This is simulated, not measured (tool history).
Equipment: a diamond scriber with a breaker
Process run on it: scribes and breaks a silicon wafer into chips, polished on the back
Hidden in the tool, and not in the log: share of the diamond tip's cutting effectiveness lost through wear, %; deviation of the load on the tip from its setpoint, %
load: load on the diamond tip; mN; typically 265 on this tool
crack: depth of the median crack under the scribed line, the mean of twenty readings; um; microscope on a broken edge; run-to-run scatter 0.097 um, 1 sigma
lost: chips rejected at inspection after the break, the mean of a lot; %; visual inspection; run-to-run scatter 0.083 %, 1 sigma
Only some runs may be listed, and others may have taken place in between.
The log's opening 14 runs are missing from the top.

| run | hour | load | wafers since the last listed run | hours since the diamond tip was replaced | hours since the load on the tip was calibrated | incoming depth of the damage left on the back of the incoming wafer, um | crack | lost |
|---|---|---|---|---|---|---|---|---|
| 15 | 883.3 | 265 | 130 | 231.2 | 1360.1 | 0.02 | 7.34 | 1.99 |
| 16 | 924.8 | 265 | 106 | 272.7 | 1401.6 | 0.04 | 7.28 | 1.99 |
| 17 | 961.1 | 265 | 92 | 309.0 | 1437.9 | 0.01 | 7.35 | 1.70 |
| 18 | 1008.6 | 265 | 121 | 356.5 | 1485.4 | 0.02 | 7.26 | 1.64 |
| 19 | 1050.6 | 265 | 107 | 398.5 | 1527.4 | 0.03 | 7.01 | 1.90 |
| 20 | 1150.8 | 265 | 256 | 498.7 | 1627.6 | 0.04 | 6.98 | 2.06 |
| 21 | 1189.9 | 265 | 99 | 537.8 | 1666.7 | 0.03 | 6.89 | 2.13 |
|  | 1234.9 | load on the tip recalibrated |
|  | 1240.2 | diamond tip replaced by a new one |
| 22 | 1240.7 | 311 | 119 | 0.5 | 5.8 | 0.04 | 7.79 | 2.74 |
| 23 | 1275.6 | 218 | 89 | 35.4 | 40.7 | 0.02 | 6.36 | 3.51 |
| 24 | 1345.0 | 340 | 177 | 104.8 | 110.1 | 0.04 | 8.35 | 3.95 |
| 25 | 1411.6 | 334 | 170 | 171.4 | 176.7 | 0.01 | 8.27 | 3.53 |
| 26 | 1448.9 | 233 | 95 | 208.7 | 214.0 | 0.04 | 6.54 | 2.70 |
| 27 | 1509.5 | 339 | 154 | 269.3 | 274.6 | 0.05 | 8.17 | 3.50 |
| 28 | 1554.3 | 203 | 114 | 314.1 | 319.4 | 0.02 | 5.82 | 6.02 |
| 29 | 1595.7 | 265 | 105 | 355.5 | 360.8 | 0.02 | 6.92 | 2.03 |
| 30 | 1631.4 | 302 | 91 | 391.2 | 396.5 | 0.04 | 7.45 | 1.83 |
| 31 | 1656.1 | 197 | 63 | 415.9 | 421.2 | 0.03 | 5.84 | 7.18 |
| 32 | 1722.1 | 229 | 168 | 481.9 | 487.2 | 0.01 | 6.11 | 3.97 |
| 33 | 1762.7 | 265 | 103 | 522.5 | 527.8 | 0.04 | 6.69 | 2.51 |
|  | 1800.7 | diamond tip replaced by a new one |
| 34 | 1830.9 | 265 | 169 | 30.2 | 596.0 | 0.02 | 7.60 | 1.95 |
| 35 | 1859.1 | 288 | 72 | 58.4 | 624.2 | 0.01 | 7.87 | 2.65 |
| 36 | 1886.5 | 209 | 70 | 85.8 | 651.6 | 0.03 | 6.57 | 2.98 |
| 37 | 1930.5 | 296 | 112 | 129.8 | 695.6 | 0.05 | 7.89 | 2.79 |
| 38 | 1988.4 | 265 | 148 | 187.7 | 753.5 | 0.01 | 7.25 | 1.96 |
| 39 | 2110.0 | 265 | 310 | 309.3 | 875.1 | 0.05 | 7.08 | 1.91 |

Here are 4 independent what-if runs from the current tool condition. What would each one return?
| A | 2110.6 | 265 | 1 | 309.9 | 875.7 | 0.02 | ? | ? |
| B | 2110.6 | 313 | 1 | 309.9 | 875.7 | 0.02 | ? | ? |
| C | 2110.6 | 188 | 1 | 309.9 | 875.7 | 0.02 | ? | ? |
| D | 2110.6 | 312 | 1 | 309.9 | 875.7 | 0.02 | ? | ? |

| run | crack | lost |
|---|---|---|
| A | 7.16 | 1.86 |
| B | 7.91 | 2.61 |
| C | 5.87 | 6.66 |
| D | 7.89 | 2.58 |
With no hidden state in the tool, these same runs would have given:
| run | crack | lost |
|---|---|---|
| A | 7.27 | 1.83 |
| B | 8.03 | 2.90 |
| C | 5.96 | 6.04 |
| D | 8.01 | 2.86 |

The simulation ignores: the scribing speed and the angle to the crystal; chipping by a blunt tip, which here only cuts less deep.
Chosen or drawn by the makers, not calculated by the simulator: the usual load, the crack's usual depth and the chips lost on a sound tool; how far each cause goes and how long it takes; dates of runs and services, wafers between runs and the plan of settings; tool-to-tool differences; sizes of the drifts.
